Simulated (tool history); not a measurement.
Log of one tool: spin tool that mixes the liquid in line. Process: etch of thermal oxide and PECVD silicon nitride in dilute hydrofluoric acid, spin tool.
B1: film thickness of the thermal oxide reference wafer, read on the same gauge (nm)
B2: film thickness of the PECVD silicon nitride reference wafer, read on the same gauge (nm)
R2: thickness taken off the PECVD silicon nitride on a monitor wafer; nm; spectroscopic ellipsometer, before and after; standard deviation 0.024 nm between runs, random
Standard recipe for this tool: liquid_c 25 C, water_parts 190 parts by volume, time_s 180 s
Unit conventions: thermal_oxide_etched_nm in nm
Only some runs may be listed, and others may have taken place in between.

run 1 hour=0 | liquid_c=25 water_parts=190 time_s=180 | B1=70.016 B2=70.008 | thermal_oxide_etched_nm=4.067 R2=2.17
run 2 hour=71.2 | liquid_c=25 water_parts=190 time_s=180 | B1=70.019 B2=70.014 | thermal_oxide_etched_nm=4.025 R2=2.21
run 3 hour=182 | liquid_c=28.5 water_parts=190 time_s=180 | B1=69.982 B2=69.968 | thermal_oxide_etched_nm=4.55 R2=2.687
run 4 hour=413.4 | liquid_c=28.5 water_parts=190 time_s=180 | B1=69.993 B2=70.006 | thermal_oxide_etched_nm=4.527 R2=2.628
run 5 hour=516 | liquid_c=25 water_parts=190 time_s=155 | B1=70.025 B2=69.999 | thermal_oxide_etched_nm=3.42 R2=1.848
run 6 hour=557.5 | liquid_c=27 water_parts=190 time_s=180 | B1=70.036 B2=70.002 | thermal_oxide_etched_nm=4.233 R2=2.389
run 7 hour=839.9 | liquid_c=25 water_parts=210 time_s=180 | B1=70.011 B2=70 | thermal_oxide_etched_nm=3.4 R2=1.881
-- hour=912.1 thermometer replaced
run 8 hour=918.6 | liquid_c=25 water_parts=210 time_s=180 | B1=69.978 B2=69.982 | thermal_oxide_etched_nm=3.434 R2=1.902
run 9 hour=1117.2 | liquid_c=22.5 water_parts=190 time_s=180 | B1=69.993 B2=70.002 | thermal_oxide_etched_nm=3.478 R2=1.779
run 10 hour=1174.6 | liquid_c=22.5 water_parts=190 time_s=180 | B1=70.022 B2=70.012 | thermal_oxide_etched_nm=3.468 R2=1.788
run 11 hour=1215.7 | liquid_c=25 water_parts=190 time_s=240 | B1=69.968 B2=70.021 | thermal_oxide_etched_nm=5.072 R2=2.81
run 12 hour=1255.8 | liquid_c=25 water_parts=190 time_s=240 | B1=70.012 B2=70.005 | thermal_oxide_etched_nm=5.044 R2=2.769
run 13 hour=1319.1 | liquid_c=25 water_parts=285 time_s=230 | B1=70.001 B2=70.014 | thermal_oxide_etched_nm=2.916 R2=1.746
run 14 hour=1426 | liquid_c=26.5 water_parts=190 time_s=180 | B1=69.98 B2=69.992 | thermal_oxide_etched_nm=3.982 R2=2.279
-- hour=1472.2 hydrofluoric acid flow meter replaced
run 15 hour=1482.8 | liquid_c=23.5 water_parts=190 time_s=275 | B1=70.01 B2=69.971 | thermal_oxide_etched_nm=5.86 R2=3.027
run 16 hour=1529.2 | liquid_c=25 water_parts=190 time_s=180 | B1=69.981 B2=69.996 | thermal_oxide_etched_nm=4.06 R2=2.218
-- hour=1543.5 gauge calibrated
run 17 hour=1582.6 | liquid_c=20.5 water_parts=140 time_s=95 | B1=69.991 B2=69.98 | thermal_oxide_etched_nm=2.575 R2=1.157
run 18 hour=1659.1 | liquid_c=25 water_parts=190 time_s=270 | B1=69.969 B2=70.003 | thermal_oxide_etched_nm=5.996 R2=3.222
run 19 hour=1724.2 | liquid_c=29.5 water_parts=255 time_s=130 | B1=70.007 B2=69.989 | thermal_oxide_etched_nm=2.332 R2=1.535
run 20 hour=1781.7 | liquid_c=25 water_parts=190 time_s=180 | B1=69.983 B2=70.009 | thermal_oxide_etched_nm=4.014 R2=2.168
run 21 hour=1853.4 | liquid_c=25 water_parts=120 time_s=180 | B1=70.013 B2=70.029 | thermal_oxide_etched_nm=6.824 R2=3.365
run 22 hour=1954.8 | liquid_c=25 water_parts=190 time_s=180 | B1=69.997 B2=70.029 | thermal_oxide_etched_nm=3.971 R2=2.146
run 23 hour=1997.6 | liquid_c=27 water_parts=95 time_s=140 | B1=69.983 B2=69.986 | thermal_oxide_etched_nm=7.426 R2=3.692
run 24 hour=2102 | liquid_c=21.5 water_parts=230 time_s=120 | B1=69.963 B2=69.981 | thermal_oxide_etched_nm=1.823 R2=0.935

Run 25, settings as shown, results not yet in. Your forecast:
run 25 hour=2158 | liquid_c=22.5 water_parts=190 time_s=180 | B1=? B2=? | thermal_oxide_etched_nm=? R2=?

B1: 70.004
B2: 70.002
thermal_oxide_etched_nm: 3.575 nm
R2: 1.831 nm
Without the tool's hidden state the same run would have given thermal_oxide_etched_nm 3.731 nm, R2 1.896 nm.

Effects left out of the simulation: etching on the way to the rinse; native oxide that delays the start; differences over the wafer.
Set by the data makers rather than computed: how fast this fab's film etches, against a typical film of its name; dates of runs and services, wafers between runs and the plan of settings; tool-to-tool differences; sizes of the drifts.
